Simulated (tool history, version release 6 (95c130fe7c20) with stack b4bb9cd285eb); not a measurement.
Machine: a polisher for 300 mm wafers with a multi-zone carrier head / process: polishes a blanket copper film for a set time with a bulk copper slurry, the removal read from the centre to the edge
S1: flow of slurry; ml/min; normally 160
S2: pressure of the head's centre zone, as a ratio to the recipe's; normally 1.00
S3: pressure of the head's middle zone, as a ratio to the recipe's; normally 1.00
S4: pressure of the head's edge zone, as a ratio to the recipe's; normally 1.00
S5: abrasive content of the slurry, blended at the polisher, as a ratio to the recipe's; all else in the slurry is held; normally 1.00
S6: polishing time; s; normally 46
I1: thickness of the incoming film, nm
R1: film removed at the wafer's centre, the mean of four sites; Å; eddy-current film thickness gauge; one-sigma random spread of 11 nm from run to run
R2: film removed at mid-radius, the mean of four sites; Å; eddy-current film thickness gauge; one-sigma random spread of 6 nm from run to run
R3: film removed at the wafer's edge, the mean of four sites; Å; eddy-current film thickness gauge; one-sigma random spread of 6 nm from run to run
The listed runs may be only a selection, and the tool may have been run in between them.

{"run": 1, "hour": 0.0, "S1": 160, "S2": 0.97, "S3": 1.0, "S4": 1.0, "S5": 1.0, "S6": 46, "I1": 2971.1, "R1": 6572, "R2": 6791, "R3": 7166}
{"run": 2, "hour": 39.4, "S1": 160, "S2": 1.0, "S3": 1.05, "S4": 1.0, "S5": 1.0, "S6": 46, "I1": 2926.5, "R1": 6971, "R2": 6974, "R3": 7064}
{"run": 3, "hour": 108.3, "S1": 160, "S2": 1.0, "S3": 1.05, "S4": 1.0, "S5": 1.0, "S6": 46, "I1": 2906.5, "R1": 6755, "R2": 6869, "R3": 7048}
{"hour": 128.6, "done": "carrier head's membrane replaced by a new one"}
{"hour": 147.6, "done": "slurry nozzle cleaned"}
{"hour": 167.1, "done": "edge zone pressure recalibrated"}
{"run": 4, "hour": 193.9, "S1": 110, "S2": 1.0, "S3": 1.0, "S4": 1.09, "S5": 1.0, "S6": 46, "I1": 2907.4, "R1": 6947, "R2": 6694, "R3": 7322}
{"hour": 207.1, "done": "centre zone pressure recalibrated"}
{"run": 5, "hour": 243.7, "S1": 160, "S2": 1.0, "S3": 1.05, "S4": 1.0, "S5": 1.0, "S6": 51, "I1": 2891.0, "R1": 7968, "R2": 8003, "R3": 8207}
{"run": 6, "hour": 283.5, "S1": 160, "S2": 1.0, "S3": 1.0, "S4": 1.0, "S5": 1.1, "S6": 46, "I1": 2935.2, "R1": 7193, "R2": 7209, "R3": 7506}
{"hour": 319.0, "done": "worn pad replaced by a new one"}
{"run": 7, "hour": 350.4, "S1": 160, "S2": 1.0, "S3": 1.0, "S4": 1.0, "S5": 1.0, "S6": 46, "I1": 2952.1, "R1": 6978, "R2": 6956, "R3": 7207}
{"run": 8, "hour": 382.6, "S1": 160, "S2": 1.03, "S3": 1.0, "S4": 1.0, "S5": 1.25, "S6": 46, "I1": 2924.4, "R1": 7659, "R2": 7224, "R3": 7486}
{"run": 9, "hour": 415.2, "S1": 160, "S2": 1.0, "S3": 1.0, "S4": 1.0, "S5": 1.0, "S6": 52, "I1": 2953.7, "R1": 7606, "R2": 7754, "R3": 8195}
{"run": 10, "hour": 471.0, "S1": 160, "S2": 1.0, "S3": 1.0, "S4": 1.0, "S5": 0.75, "S6": 46, "I1": 2940.5, "R1": 6710, "R2": 6458, "R3": 6699}
{"run": 11, "hour": 510.8, "S1": 160, "S2": 1.0, "S3": 1.0, "S4": 1.12, "S5": 1.0, "S6": 46, "I1": 2973.2, "R1": 6864, "R2": 6630, "R3": 7444}
{"hour": 582.7, "done": "slurry nozzle cleaned"}
{"hour": 613.8, "done": "edge zone pressure recalibrated"}
{"run": 12, "hour": 685.0, "S1": 160, "S2": 0.95, "S3": 1.0, "S4": 0.93, "S5": 1.2, "S6": 46, "I1": 2902.1, "R1": 7190, "R2": 7260, "R3": 7306}
{"hour": 719.5, "done": "worn pad replaced by a new one"}
{"run": 13, "hour": 737.6, "S1": 160, "S2": 1.0, "S3": 1.0, "S4": 1.0, "S5": 1.0, "S6": 46, "I1": 2916.0, "R1": 7257, "R2": 6989, "R3": 7226}
{"run": 14, "hour": 771.7, "S1": 160, "S2": 1.0, "S3": 0.94, "S4": 1.0, "S5": 1.0, "S6": 46, "I1": 2963.2, "R1": 7028, "R2": 6662, "R3": 7240}
{"run": 15, "hour": 825.9, "S1": 160, "S2": 0.94, "S3": 1.0, "S4": 1.06, "S5": 0.8, "S6": 46, "I1": 2933.4, "R1": 6270, "R2": 6536, "R3": 7113}
{"run": 16, "hour": 856.4, "S1": 160, "S2": 1.0, "S3": 1.0, "S4": 1.0, "S5": 1.0, "S6": 46, "I1": 2981.8, "R1": 6789, "R2": 6837, "R3": 7160}
{"hour": 895.5, "done": "carrier head's membrane replaced by a new one"}
{"run": 17, "hour": 906.8, "S1": 195, "S2": 1.0, "S3": 1.06, "S4": 1.0, "S5": 1.25, "S6": 31, "I1": 2919.9, "R1": 5049, "R2": 5138, "R3": 5096}
{"run": 18, "hour": 937.3, "S1": 180, "S2": 1.04, "S3": 1.0, "S4": 1.0, "S5": 1.0, "S6": 46, "I1": 3007.2, "R1": 7187, "R2": 6751, "R3": 7100}
{"run": 19, "hour": 999.7, "S1": 160, "S2": 1.0, "S3": 1.0, "S4": 0.92, "S5": 1.15, "S6": 46, "I1": 2958.1, "R1": 6972, "R2": 6746, "R3": 6888}
{"hour": 1009.5, "done": "edge zone pressure recalibrated"}
{"hour": 1038.0, "done": "slurry nozzle cleaned"}
{"run": 20, "hour": 1052.8, "S1": 160, "S2": 0.94, "S3": 0.89, "S4": 1.0, "S5": 1.0, "S6": 46, "I1": 2927.7, "R1": 6829, "R2": 6538, "R3": 7330}
{"run": 21, "hour": 1090.3, "S1": 160, "S2": 0.92, "S3": 1.04, "S4": 1.0, "S5": 1.0, "S6": 46, "I1": 2994.0, "R1": 6685, "R2": 7195, "R3": 7312}
{"hour": 1122.9, "done": "worn pad replaced by a new one"}
{"run": 22, "hour": 1148.0, "S1": 160, "S2": 1.0, "S3": 1.0, "S4": 1.0, "S5": 1.0, "S6": 46, "I1": 2913.6, "R1": 7266, "R2": 6957, "R3": 7271}

Consider 3 possible next runs. They are alternatives, not a sequence: every one starts from the tool as it was left by run 22. What does each give?
{"run": "A", "hour": 1148.4, "S1": 160, "S2": 1.0, "S3": 1.0, "S4": 1.0, "S5": 1.0, "S6": 46, "I1": 2931.3, "R1": "?", "R2": "?", "R3": "?"}
{"run": "B", "hour": 1148.4, "S1": 160, "S2": 1.04, "S3": 1.0, "S4": 1.0, "S5": 1.0, "S6": 46, "I1": 2931.3, "R1": "?", "R2": "?", "R3": "?"}
{"run": "C", "hour": 1148.4, "S1": 205, "S2": 1.0, "S3": 1.0, "S4": 1.0, "S5": 1.25, "S6": 31, "I1": 2931.3, "R1": "?", "R2": "?", "R3": "?"}

run=A R1=7055 R2=6917 R3=7210
run=B R1=7339 R2=6916 R3=7210
run=C R1=5146 R2=5025 R3=5192
Without the tool's unlogged condition, the same runs would have read:
run=A R1=7202 R2=7044 R3=7305
run=B R1=7492 R2=7043 R3=7305
run=C R1=5236 R2=5103 R3=5251

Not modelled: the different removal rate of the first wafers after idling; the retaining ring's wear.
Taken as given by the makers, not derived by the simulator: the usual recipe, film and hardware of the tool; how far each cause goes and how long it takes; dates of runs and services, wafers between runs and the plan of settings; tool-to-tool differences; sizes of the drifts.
